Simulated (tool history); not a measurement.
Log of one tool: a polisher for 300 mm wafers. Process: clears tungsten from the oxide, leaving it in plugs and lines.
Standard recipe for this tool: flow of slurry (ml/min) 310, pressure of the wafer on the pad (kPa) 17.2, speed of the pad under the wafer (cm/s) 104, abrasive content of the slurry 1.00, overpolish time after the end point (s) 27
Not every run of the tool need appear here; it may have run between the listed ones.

run,hour,flow of slurry (ml/min),pressure of the wafer on the pad (kPa),speed of the pad under the wafer (cm/s),abrasive content of the slurry,overpolish time after the end point (s),"incoming thickness of the incoming film, nm",time until the end point was called (s)
1,0.0,310,17.2,104,1.00,27,434.4,146.6
2,18.1,310,17.2,104,1.00,27,429.0,142.6
3,80.0,310,17.2,104,1.00,27,433.0,122.4
4,112.4,310,17.2,104,1.00,27,434.0,126.7
5,145.3,310,17.2,104,1.00,27,434.8,137.1
6,177.9,310,17.2,104,1.00,27,429.5,133.2
7,203.1,310,17.2,104,1.00,27,432.7,137.0
8,224.3,310,17.2,94,1.25,27,434.1,147.8
9,302.5,310,11.7,126,1.00,27,435.2,136.9
10,320.9,375,17.2,134,0.90,27,437.3,93.9
11,337.9,310,17.2,104,1.00,27,436.2,127.2
12,363.8,270,17.2,104,1.00,27,432.3,131.6
13,392.9,380,17.2,94,1.00,27,426.9,144.4
14,415.5,310,14.5,104,1.00,12,433.2,149.8
15,428.0,340,17.2,84,1.20,41,436.8,161.9
16,454.7,390,17.2,104,1.00,27,426.4,134.1
17,481.8,310,13.1,104,1.00,27,426.7,172.1
18,498.2,310,17.2,104,1.00,27,432.7,117.3
19,525.9,310,17.2,104,1.00,27,432.7,117.4
20,555.4,310,12.4,132,1.30,27,431.5,123.1
21,587.7,310,22.8,80,1.20,31,432.0,125.6
22,608.3,310,17.2,104,1.00,27,428.4,125.2
23,633.0,415,17.2,120,1.00,27,432.2,115.7
24,667.3,225,11.7,104,1.00,27,427.4,187.9
25,679.6,400,20.7,104,0.85,20,421.2,113.5
26,695.6,310,14.5,104,1.00,12,426.6,163.2
27,734.2,310,17.2,128,1.00,27,433.1,92.5

Removed from this log: 13 entries logged between the listed runs. Between which two listed runs does each belong, and how does the tool's hidden state at the listed run before it compare with that at the listed run after it?
Run 1 -> run 2: head pressure recalibrated (hour 6.7)
  peroxide lost from the slurry, %: 49.7 -> 50.1
  measured result minus the result with no hidden state, time until the end point was called (s): +36.6 -> +36.1
Run 2 -> run 3: slurry tank refilled with fresh slurry and peroxide (hour 22.7); worn pad replaced by a new one (hour 71.6)
  peroxide lost from the slurry, %: 50.1 -> 28.1
  measured result minus the result with no hidden state, time until the end point was called (s): +36.1 -> +15.0
Run 4 -> run 5: slurry blender recalibrated (hour 134.1)
  peroxide lost from the slurry, %: 35.7 -> 40.8
  measured result minus the result with no hidden state, time until the end point was called (s): +20.7 -> +26.4
Run 7 -> run 8: slurry nozzle cleaned (hour 219.9)
  peroxide lost from the slurry, %: 45.9 -> 46.9
  measured result minus the result with no hidden state, time until the end point was called (s): +30.7 -> +34.2
Run 8 -> run 9: slurry tank refilled with fresh slurry and peroxide (hour 265.9); worn pad replaced by a new one (hour 273.8)
  peroxide lost from the slurry, %: 46.9 -> 19.7
  measured result minus the result with no hidden state, time until the end point was called (s): +34.2 -> +11.2
Run 11 -> run 12: slurry blender recalibrated (hour 360.4)
  peroxide lost from the slurry, %: 30.4 -> 35.7
  measured result minus the result with no hidden state, time until the end point was called (s): +17.1 -> +21.4
Run 17 -> run 18: slurry tank refilled with fresh slurry and peroxide (hour 483.0); worn pad replaced by a new one (hour 497.7)
  peroxide lost from the slurry, %: 46 -> 9.32
  measured result minus the result with no hidden state, time until the end point was called (s): +38.7 -> +4.3
Run 20 -> run 21: slurry blender recalibrated (hour 570.0)
  peroxide lost from the slurry, %: 29.5 -> 35.8
  measured result minus the result with no hidden state, time until the end point was called (s): +15.9 -> +20.6
Run 26 -> run 27: slurry tank refilled with fresh slurry and peroxide (hour 708.4); worn pad replaced by a new one (hour 733.7)
  peroxide lost from the slurry, %: 44.8 -> 14.7
  measured result minus the result with no hidden state, time until the end point was called (s): +35.5 -> +5.5
